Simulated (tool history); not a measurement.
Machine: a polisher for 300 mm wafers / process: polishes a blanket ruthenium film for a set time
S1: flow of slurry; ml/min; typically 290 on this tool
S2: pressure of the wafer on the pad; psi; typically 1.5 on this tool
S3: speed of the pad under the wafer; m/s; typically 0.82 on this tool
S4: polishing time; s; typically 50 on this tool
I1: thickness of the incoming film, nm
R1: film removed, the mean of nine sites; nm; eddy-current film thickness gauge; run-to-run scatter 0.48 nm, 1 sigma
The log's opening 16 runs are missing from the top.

At hour 827.2: head pressure recalibrated.
Run 17, hour 827.7: usual settings; I1 388.9. Result: R1 36.1 nm.
At hour 842.2: slurry nozzle cleaned.
Run 18, hour 851.1: usual settings; I1 383.3. Result: R1 35.6 nm.
At hour 875.1: worn pad replaced by a new one.
Run 19, hour 920: usual settings; I1 389.8. Result: R1 38.4 nm.
Run 20, hour 959.8: usual settings but S1 255 ml/min, S3 0.62 m/s; I1 396.3. Result: R1 28.8 nm.
Run 21, hour 1016.4: usual settings; I1 388.4. Result: R1 35.9 nm.
Run 22, hour 1058.7: usual settings but S2 1.8 psi; I1 391.8. Result: R1 42.1 nm.
Run 23, hour 1127.6: usual settings but S1 320 ml/min, S2 1.1 psi, S4 34 s; I1 387.1. Result: R1 17.4 nm.
Run 24, hour 1154.6: usual settings but S1 315 ml/min, S2 1.7 psi, S3 0.92 m/s, S4 60 s; I1 390.5. Result: R1 51.9 nm.
At hour 1193: worn pad replaced by a new one.
Run 25, hour 1216.7: usual settings but S1 360 ml/min, S2 2 psi, S3 0.6 m/s; I1 394. Result: R1 40.7 nm.
At hour 1266.7: slurry nozzle cleaned.
Run 26, hour 1273.7: usual settings but S1 325 ml/min, S2 1.9 psi, S4 45 s; I1 392. Result: R1 43.5 nm.
At hour 1284.1: head pressure recalibrated.
Run 27, hour 1453.1: usual settings but S1 360 ml/min, S2 1.8 psi; I1 390.5. Result: R1 43.8 nm.
Run 28, hour 1493.5: usual settings but S2 1.2 psi; I1 390.6. Result: R1 28 nm.
Run 29, hour 1526.8: usual settings but S1 215 ml/min, S2 1.9 psi, S3 1.06 m/s, S4 44 s; I1 392.1. Result: R1 45.9 nm.
At hour 1532.5: worn pad replaced by a new one.
Run 30, hour 1598.2: usual settings; I1 394.6. Result: R1 36.9 nm.
At hour 1644.9: slurry nozzle cleaned.
Run 31, hour 1660.9: usual settings but S2 1.8 psi, S4 58 s; I1 387.8. Result: R1 50.8 nm.
Run 32, hour 1689.1: usual settings but S1 210 ml/min, S3 0.58 m/s, S4 66 s; I1 388.6. Result: R1 34.5 nm.
Run 33, hour 1726.7: usual settings but S1 265 ml/min, S3 1.08 m/s; I1 390.2. Result: R1 43.6 nm.
Run 34, hour 1764.1: usual settings but S4 56 s; I1 383.2. Result: R1 38.3 nm.
Run 35, hour 1792.1: usual settings but S2 1 psi, S4 67 s; I1 390.6. Result: R1 30.8 nm.
At hour 1814.3: head pressure recalibrated.
Run 36, hour 1848.2: usual settings; I1 387.6. Result: R1 35.7 nm.

What if the next run were any one of these 5? Each begins from the tool's condition after run 36:
Run A, hour 1848.6: usual settings; I1 387.9. Result: R1 ?.
Run B, hour 1848.6: usual settings but S1 250 ml/min, S3 0.72 m/s, S4 41 s; I1 387.9. Result: R1 ?.
Run C, hour 1848.6: usual settings but S1 245 ml/min, S2 1.6 psi; I1 387.9. Result: R1 ?.
Run D, hour 1848.6: usual settings but S2 1.2 psi, S3 0.64 m/s; I1 387.9. Result: R1 ?.
Run E, hour 1848.6: usual settings but S1 330 ml/min; I1 387.9. Result: R1 ?.

run    R1
  A  36.2
  B  26.2
  C  37.9
  D  23.7
  E  36.7
What these runs would have given with no unlogged condition in the tool:
run    R1
  A  41.9
  B  30.4
  C  43.9
  D  27.4
  E  42.4
